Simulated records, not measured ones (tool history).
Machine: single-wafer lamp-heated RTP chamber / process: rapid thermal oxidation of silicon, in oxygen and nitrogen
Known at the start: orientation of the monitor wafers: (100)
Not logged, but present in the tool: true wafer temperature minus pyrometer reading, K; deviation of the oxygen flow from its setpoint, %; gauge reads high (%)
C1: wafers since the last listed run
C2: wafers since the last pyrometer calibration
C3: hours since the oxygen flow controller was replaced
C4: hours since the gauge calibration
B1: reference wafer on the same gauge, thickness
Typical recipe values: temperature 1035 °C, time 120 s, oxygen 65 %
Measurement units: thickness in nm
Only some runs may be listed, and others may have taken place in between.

run 1 day=0 | temperature=1035 time=120 oxygen=65 | C1=0 C2=3425 C3=3719.6 C4=1539.5 | B1=7.439 | thickness=8.779
run 2 day=1.738 | temperature=1035 time=120 oxygen=65 | C1=405 C2=3831 C3=3761.3 C4=1581.2 | B1=7.438 | thickness=8.792
run 3 day=3.217 | temperature=1035 time=120 oxygen=65 | C1=345 C2=4177 C3=3796.8 C4=1616.7 | B1=7.441 | thickness=8.778
run 4 day=4.462 | temperature=1035 time=120 oxygen=65 | C1=291 C2=4468 C3=3826.7 C4=1646.6 | B1=7.441 | thickness=8.82
run 5 day=5.608 | temperature=1035 time=120 oxygen=65 | C1=267 C2=4735 C3=3854.2 C4=1674.1 | B1=7.44 | thickness=8.79
run 6 day=7.625 | temperature=1035 time=120 oxygen=65 | C1=471 C2=5206 C3=3902.6 C4=1722.5 | B1=7.441 | thickness=8.809
run 7 day=8.879 | temperature=1035 time=120 oxygen=65 | C1=292 C2=5499 C3=3932.7 C4=1752.6 | B1=7.441 | thickness=8.803
run 8 day=11.425 | temperature=1035 time=120 oxygen=65 | C1=594 C2=6094 C3=3993.8 C4=1813.7 | B1=7.441 | thickness=8.825
run 9 day=13.333 | temperature=1035 time=120 oxygen=65 | C1=445 C2=6540 C3=4039.6 C4=1859.5 | B1=7.439 | thickness=8.834
run 10 day=14.783 | temperature=1056 time=120 oxygen=65 | C1=338 C2=6879 C3=4074.4 C4=1894.3 | B1=7.44 | thickness=10.205
run 11 day=17.333 | temperature=1056 time=120 oxygen=65 | C1=595 C2=7474 C3=4135.6 C4=1955.5 | B1=7.439 | thickness=10.228
run 12 day=19.325 | temperature=1035 time=120 oxygen=65 | C1=465 C2=7940 C3=4183.4 C4=2003.3 | B1=7.438 | thickness=8.862
run 13 day=20.596 | temperature=1035 time=101 oxygen=65 | C1=296 C2=8236 C3=4213.9 C4=2033.8 | B1=7.438 | thickness=8.175
run 14 day=23.062 | temperature=1035 time=101 oxygen=65 | C1=576 C2=8813 C3=4273.1 C4=2093 | B1=7.439 | thickness=8.183
run 15 day=24.667 | temperature=1035 time=86 oxygen=65 | C1=374 C2=9187 C3=4311.6 C4=2131.5 | B1=7.441 | thickness=7.616
run 16 day=25.812 | temperature=1035 time=86 oxygen=65 | C1=267 C2=9455 C3=4339.1 C4=2159 | B1=7.441 | thickness=7.619
-- day=26.521 pyrometer window cleaned and pyrometer calibrated
run 17 day=27.158 | temperature=1035 time=86 oxygen=65 | C1=236 C2=148 C3=4371.4 C4=2191.3 | B1=7.444 | thickness=7.536
run 18 day=30.062 | temperature=1011 time=120 oxygen=65 | C1=678 C2=827 C3=4441.1 C4=2261 | B1=7.439 | thickness=7.374
run 19 day=31.158 | temperature=1018 time=146 oxygen=42 | C1=255 C2=1083 C3=4467.4 C4=2287.3 | B1=7.439 | thickness=7.274
run 20 day=33.333 | temperature=1056 time=144 oxygen=53 | C1=508 C2=1591 C3=4519.6 C4=2339.5 | B1=7.441 | thickness=10.264
run 21 day=35.754 | temperature=1035 time=162 oxygen=78 | C1=565 C2=2156 C3=4577.7 C4=2397.6 | B1=7.44 | thickness=10.78
run 22 day=37.733 | temperature=1049 time=91 oxygen=74 | C1=462 C2=2618 C3=4625.2 C4=2445.1 | B1=7.44 | thickness=8.928
-- day=43.629 gauge calibrated
run 23 day=44.038 | temperature=1035 time=120 oxygen=55 | C1=1472 C2=4091 C3=4776.5 C4=9.8 | B1=7.441 | thickness=8.271
run 24 day=46.067 | temperature=1035 time=120 oxygen=65 | C1=474 C2=4565 C3=4825.2 C4=58.5 | B1=7.438 | thickness=8.804
-- day=46.617 oxygen flow controller replaced
run 25 day=50.362 | temperature=1035 time=120 oxygen=65 | C1=925 C2=5491 C3=89.9 C4=161.6 | B1=7.44 | thickness=8.8
run 26 day=52.05 | temperature=1035 time=101 oxygen=65 | C1=394 C2=5885 C3=130.4 C4=202.1 | B1=7.44 | thickness=8.159
run 27 day=54.404 | temperature=1049 time=141 oxygen=77 | C1=549 C2=6435 C3=186.9 C4=258.6 | B1=7.439 | thickness=11.182
run 28 day=56.262 | temperature=1035 time=120 oxygen=53 | C1=434 C2=6869 C3=231.5 C4=303.2 | B1=7.441 | thickness=8.206
run 29 day=57.492 | temperature=1035 time=120 oxygen=65 | C1=287 C2=7156 C3=261 C4=332.7 | B1=7.439 | thickness=8.831
run 30 day=58.525 | temperature=1035 time=120 oxygen=65 | C1=241 C2=7398 C3=285.8 C4=357.5 | B1=7.441 | thickness=8.838
run 31 day=60.162 | temperature=1018 time=146 oxygen=42 | C1=382 C2=7780 C3=325.1 C4=396.8 | B1=7.441 | thickness=7.341
-- day=61.075 pyrometer window cleaned and pyrometer calibrated
run 32 day=62.892 | temperature=1056 time=144 oxygen=53 | C1=559 C2=423 C3=390.6 C4=462.3 | B1=7.442 | thickness=10.239
run 33 day=65.662 | temperature=1027 time=162 oxygen=65 | C1=647 C2=1071 C3=457.1 C4=528.8 | B1=7.442 | thickness=9.506
run 34 day=68.562 | temperature=1010 time=97 oxygen=65 | C1=677 C2=1748 C3=526.7 C4=598.4 | B1=7.441 | thickness=6.65
run 35 day=76.083 | temperature=1062 time=148 oxygen=65 | C1=1756 C2=3505 C3=707.2 C4=778.9 | B1=7.439 | thickness=11.682
run 36 day=77.296 | temperature=1035 time=120 oxygen=65 | C1=283 C2=3788 C3=736.3 C4=808 | B1=7.44 | thickness=8.787
run 37 day=79.4 | temperature=1021 time=120 oxygen=52 | C1=491 C2=4280 C3=786.8 C4=858.5 | B1=7.441 | thickness=7.325
run 38 day=81.912 | temperature=1035 time=158 oxygen=65 | C1=586 C2=4867 C3=847.1 C4=918.8 | B1=7.439 | thickness=9.996

4 ways to go on from here, each from the tool as it stands after run 38. What would each give?
run A day=81.929 | temperature=1035 time=120 oxygen=65 | C1=3 C2=4871 C3=847.5 C4=919.2 | B1=? | thickness=?
run B day=81.929 | temperature=1014 time=71 oxygen=44 | C1=3 C2=4871 C3=847.5 C4=919.2 | B1=? | thickness=?
run C day=81.929 | temperature=1035 time=77 oxygen=94 | C1=3 C2=4871 C3=847.5 C4=919.2 | B1=? | thickness=?
run D day=81.929 | temperature=1035 time=92 oxygen=65 | C1=3 C2=4871 C3=847.5 C4=919.2 | B1=? | thickness=?

run=A B1=7.44 thickness=8.825
run=B B1=7.44 thickness=5.247
run=C B1=7.44 thickness=8.234
run=D B1=7.44 thickness=7.819
With no hidden state in the tool, these same runs would have given:
run=A thickness=8.79
run=B thickness=5.226
run=C thickness=8.201
run=D thickness=7.788
